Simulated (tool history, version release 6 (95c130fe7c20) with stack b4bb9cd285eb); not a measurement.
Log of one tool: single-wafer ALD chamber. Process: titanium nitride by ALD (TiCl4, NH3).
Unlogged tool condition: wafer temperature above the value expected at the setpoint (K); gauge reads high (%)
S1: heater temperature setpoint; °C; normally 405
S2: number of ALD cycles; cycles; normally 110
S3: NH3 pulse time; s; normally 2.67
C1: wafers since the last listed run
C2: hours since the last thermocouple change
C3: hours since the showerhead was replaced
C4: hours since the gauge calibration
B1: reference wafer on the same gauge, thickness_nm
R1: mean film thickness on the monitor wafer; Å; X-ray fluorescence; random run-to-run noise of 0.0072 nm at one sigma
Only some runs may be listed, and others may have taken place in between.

| run | day | S1 | S2 | S3 | C1 | C2 | C3 | C4 | B1 | R1 |
|---|---|---|---|---|---|---|---|---|---|---|
| 1 | 0 | 405 | 110 | 2.67 | 0 | 1584.7 | 3029.4 | 530.6 | 3.211 | 29.11 |
| 2 | 2.058 | 405 | 110 | 2.67 | 124 | 1634.1 | 3078.8 | 580 | 3.212 | 29.13 |
|  | 5.954 | thermocouple changed; heater temperature recalibrated |
| 3 | 6.412 | 405 | 110 | 2.67 | 242 | 11 | 3183.3 | 684.5 | 3.215 | 29.24 |
| 4 | 9.762 | 395 | 99 | 2.67 | 201 | 91.4 | 3263.7 | 764.9 | 3.215 | 26.01 |
| 5 | 12.125 | 395 | 99 | 2.67 | 142 | 148.1 | 3320.4 | 821.6 | 3.22 | 26 |
| 6 | 15.679 | 395 | 99 | 2.67 | 214 | 233.4 | 3405.7 | 906.9 | 3.219 | 26.07 |
| 7 | 18.996 | 405 | 110 | 2.67 | 199 | 313 | 3485.3 | 986.5 | 3.221 | 29.06 |
| 8 | 22.604 | 405 | 101 | 2.67 | 217 | 399.6 | 3571.9 | 1073.1 | 3.224 | 26.78 |
| 9 | 24.338 | 405 | 110 | 2.67 | 104 | 441.2 | 3613.5 | 1114.7 | 3.226 | 29.16 |
| 10 | 27.521 | 405 | 110 | 2.67 | 191 | 517.6 | 3689.9 | 1191.1 | 3.228 | 29.3 |
| 11 | 29.612 | 405 | 110 | 2.67 | 126 | 567.8 | 3740.1 | 1241.3 | 3.227 | 29.2 |
| 12 | 33.533 | 399 | 110 | 2.67 | 236 | 661.9 | 3834.2 | 1335.4 | 3.229 | 29 |
| 13 | 37.938 | 399 | 110 | 2.67 | 265 | 767.6 | 3939.9 | 1441.1 | 3.23 | 29.03 |
| 14 | 41.288 | 399 | 110 | 2.67 | 201 | 848 | 4020.3 | 1521.5 | 3.233 | 29.12 |
|  | 44.438 | gauge calibrated |
| 15 | 44.512 | 405 | 110 | 2.67 | 194 | 925.4 | 4097.7 | 1.8 | 3.201 | 28.88 |
| 16 | 47.588 | 391 | 93 | 1.71 | 185 | 999.2 | 4171.5 | 75.6 | 3.206 | 23.48 |
|  | 50.404 | showerhead replaced |
| 17 | 51.604 | 400 | 110 | 1.86 | 221 | 1095.6 | 28.8 | 172 | 3.206 | 28.31 |
| 18 | 54.962 | 413 | 99 | 1.93 | 202 | 1176.2 | 109.4 | 252.6 | 3.207 | 25.93 |
| 19 | 57.871 | 418 | 120 | 2.67 | 175 | 1246 | 179.2 | 322.4 | 3.21 | 31.67 |
| 20 | 61.017 | 405 | 102 | 1.75 | 189 | 1321.5 | 254.7 | 397.9 | 3.212 | 26.31 |
| 21 | 65.475 | 390 | 110 | 3.05 | 268 | 1428.5 | 361.7 | 504.9 | 3.215 | 28.97 |
| 22 | 68.471 | 397 | 96 | 2.15 | 180 | 1500.4 | 433.6 | 576.8 | 3.215 | 24.94 |
|  | 72.633 | thermocouple changed; heater temperature recalibrated |
| 23 | 79.125 | 405 | 110 | 2.67 | 621 | 155.8 | 689.3 | 832.5 | 3.222 | 29.09 |
| 24 | 81.508 | 405 | 110 | 2.67 | 143 | 213 | 746.5 | 889.7 | 3.223 | 29.07 |
| 25 | 84.062 | 405 | 110 | 2.28 | 153 | 274.3 | 807.8 | 951 | 3.223 | 28.94 |
| 26 | 85.717 | 405 | 110 | 2.67 | 99 | 314 | 847.5 | 990.7 | 3.224 | 29.08 |
| 27 | 89.629 | 411 | 110 | 2.35 | 235 | 407.9 | 941.4 | 1084.6 | 3.228 | 29.09 |
| 28 | 94.117 | 411 | 120 | 3.44 | 270 | 515.6 | 1049.1 | 1192.3 | 3.23 | 32.16 |

For run 29, what comes out?
| 29 | 96.367 | 395 | 99 | 2.67 | 135 | 569.6 | 1103.1 | 1246.3 | ? | ? |

{"run 29": {"B1": 3.232, "R1": 26.12}}
With the hidden condition absent and the run-to-run variation left alone, this run would have shown R1 25.87 Å.
